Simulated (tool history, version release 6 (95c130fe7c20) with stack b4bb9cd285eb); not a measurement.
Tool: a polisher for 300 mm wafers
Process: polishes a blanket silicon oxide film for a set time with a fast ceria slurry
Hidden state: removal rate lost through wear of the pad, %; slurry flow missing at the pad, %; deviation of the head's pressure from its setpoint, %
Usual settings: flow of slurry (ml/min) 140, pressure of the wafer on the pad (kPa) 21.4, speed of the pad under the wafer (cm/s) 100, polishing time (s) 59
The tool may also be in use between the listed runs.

| run | hour | flow of slurry (ml/min) | pressure of the wafer on the pad (kPa) | speed of the pad under the wafer (cm/s) | polishing time (s) | wafers since the last listed run | wafers polished on this pad | hours since the slurry nozzle was cleaned | hours since the head pressure was calibrated | incoming thickness of the incoming film, nm | film removed (nm) |
|---|---|---|---|---|---|---|---|---|---|---|---|
| 1 | 0.0 | 140 | 21.4 | 100 | 59 | 0 | 465 | 201.5 | 291.6 | 3333.5 | 1148.3 |
| 2 | 10.9 | 140 | 21.4 | 100 | 59 | 120 | 586 | 212.4 | 302.5 | 3345.3 | 1124.6 |
|  | 29.5 | worn pad replaced by a new one |
| 3 | 30.0 | 140 | 21.4 | 100 | 59 | 166 | 5 | 231.5 | 321.6 | 3373.1 | 1207.8 |
| 4 | 41.5 | 140 | 21.4 | 100 | 59 | 126 | 132 | 243.0 | 333.1 | 3332.8 | 1180.6 |
| 5 | 48.3 | 140 | 21.4 | 100 | 59 | 74 | 207 | 249.8 | 339.9 | 3357.0 | 1196.8 |
| 6 | 54.4 | 140 | 21.4 | 100 | 50 | 67 | 274 | 255.9 | 346.0 | 3394.3 | 1003.0 |
| 7 | 74.7 | 140 | 21.4 | 100 | 50 | 223 | 498 | 276.2 | 366.3 | 3302.3 | 982.0 |
| 8 | 81.5 | 140 | 21.4 | 100 | 59 | 74 | 572 | 283.0 | 373.1 | 3350.2 | 1154.0 |
| 9 | 96.7 | 140 | 21.4 | 100 | 59 | 167 | 740 | 298.2 | 388.3 | 3295.5 | 1135.2 |
|  | 112.3 | worn pad replaced by a new one |
| 10 | 113.3 | 125 | 21.4 | 100 | 59 | 138 | 11 | 314.8 | 404.9 | 3348.3 | 1173.9 |
| 11 | 125.6 | 125 | 21.4 | 100 | 59 | 135 | 146 | 327.1 | 417.2 | 3358.9 | 1189.3 |
| 12 | 134.4 | 125 | 21.4 | 100 | 59 | 96 | 243 | 335.9 | 426.0 | 3347.8 | 1161.6 |
| 13 | 151.2 | 155 | 21.4 | 100 | 59 | 185 | 428 | 352.7 | 442.8 | 3414.0 | 1198.8 |
| 14 | 159.1 | 155 | 21.4 | 100 | 59 | 87 | 515 | 360.6 | 450.7 | 3352.1 | 1191.2 |
| 15 | 166.3 | 150 | 21.4 | 100 | 47 | 79 | 594 | 367.8 | 457.9 | 3361.0 | 889.1 |
| 16 | 174.4 | 140 | 21.4 | 100 | 59 | 89 | 684 | 375.9 | 466.0 | 3346.5 | 1116.0 |
|  | 186.8 | worn pad replaced by a new one |
| 17 | 187.3 | 140 | 17.2 | 100 | 59 | 98 | 6 | 388.8 | 478.9 | 3344.4 | 952.7 |
| 18 | 196.7 | 95 | 15.2 | 90 | 54 | 103 | 109 | 398.2 | 488.3 | 3323.2 | 626.6 |
| 19 | 210.9 | 140 | 13.8 | 124 | 59 | 156 | 266 | 412.4 | 502.5 | 3318.8 | 929.3 |
| 20 | 227.8 | 140 | 21.4 | 100 | 50 | 186 | 452 | 429.3 | 519.4 | 3407.6 | 957.0 |
| 21 | 238.2 | 140 | 21.4 | 100 | 50 | 114 | 566 | 439.7 | 529.8 | 3380.2 | 939.9 |
| 22 | 248.7 | 115 | 21.4 | 100 | 59 | 115 | 682 | 450.2 | 540.3 | 3334.2 | 1034.9 |
|  | 259.2 | worn pad replaced by a new one |
|  | 265.2 | head pressure recalibrated |
| 23 | 298.5 | 105 | 21.4 | 134 | 79 | 482 | 411 | 500.0 | 33.3 | 3320.0 | 1935.4 |
|  | 312.6 | slurry nozzle cleaned |
| 24 | 315.2 | 155 | 21.4 | 100 | 38 | 172 | 584 | 2.6 | 50.0 | 3301.1 | 753.5 |
| 25 | 326.4 | 140 | 21.4 | 110 | 59 | 123 | 707 | 13.8 | 61.2 | 3299.7 | 1204.6 |
| 26 | 333.5 | 140 | 21.4 | 100 | 47 | 78 | 785 | 20.9 | 68.3 | 3389.2 | 850.7 |
|  | 339.8 | worn pad replaced by a new one |
| 27 | 344.2 | 95 | 25.5 | 72 | 71 | 73 | 48 | 31.6 | 79.0 | 3311.9 | 1120.8 |
| 28 | 360.6 | 175 | 21.4 | 100 | 59 | 180 | 229 | 48.0 | 95.4 | 3414.7 | 1271.4 |
| 29 | 369.2 | 175 | 14.5 | 110 | 69 | 94 | 323 | 56.6 | 104.0 | 3392.9 | 1080.9 |
| 30 | 386.3 | 95 | 15.9 | 134 | 53 | 188 | 512 | 73.7 | 121.1 | 3410.0 | 944.5 |
| 31 | 403.7 | 140 | 24.1 | 72 | 72 | 191 | 704 | 91.1 | 138.5 | 3322.0 | 1093.4 |

How the hidden state differs across the entries between the runs, from the last listed run before each to the first after it:
Between runs 2 and 3: worn pad replaced by a new one (hour 29.5)
  removal rate lost through wear of the pad, %: 6.68 -> 0.573
  measured less the result without the state, film removed (nm): -80.4 -> -7.0
Between runs 9 and 10: worn pad replaced by a new one (hour 112.3)
  removal rate lost through wear of the pad, %: 8.89 -> 0.484
  measured less the result without the state, film removed (nm): -110.7 -> -5.7
Between runs 16 and 17: worn pad replaced by a new one (hour 186.8)
  removal rate lost through wear of the pad, %: 7.58 -> 2.29
  measured less the result without the state, film removed (nm): -91.5 -> -22.3
Between runs 22 and 23: worn pad replaced by a new one (hour 259.2); head pressure recalibrated (hour 265.2)
  removal rate lost through wear of the pad, %: 9.36 -> 2.94
  measured less the result without the state, film removed (nm): -106.8 -> -58.6
Between runs 23 and 24: slurry nozzle cleaned (hour 312.6)
  removal rate lost through wear of the pad, %: 2.94 -> 5.87
  measured less the result without the state, film removed (nm): -58.6 -> -47.0
Between runs 26 and 27: worn pad replaced by a new one (hour 339.8)
  removal rate lost through wear of the pad, %: 10.3 -> 0.545
  measured less the result without the state, film removed (nm): -97.3 -> -6.1

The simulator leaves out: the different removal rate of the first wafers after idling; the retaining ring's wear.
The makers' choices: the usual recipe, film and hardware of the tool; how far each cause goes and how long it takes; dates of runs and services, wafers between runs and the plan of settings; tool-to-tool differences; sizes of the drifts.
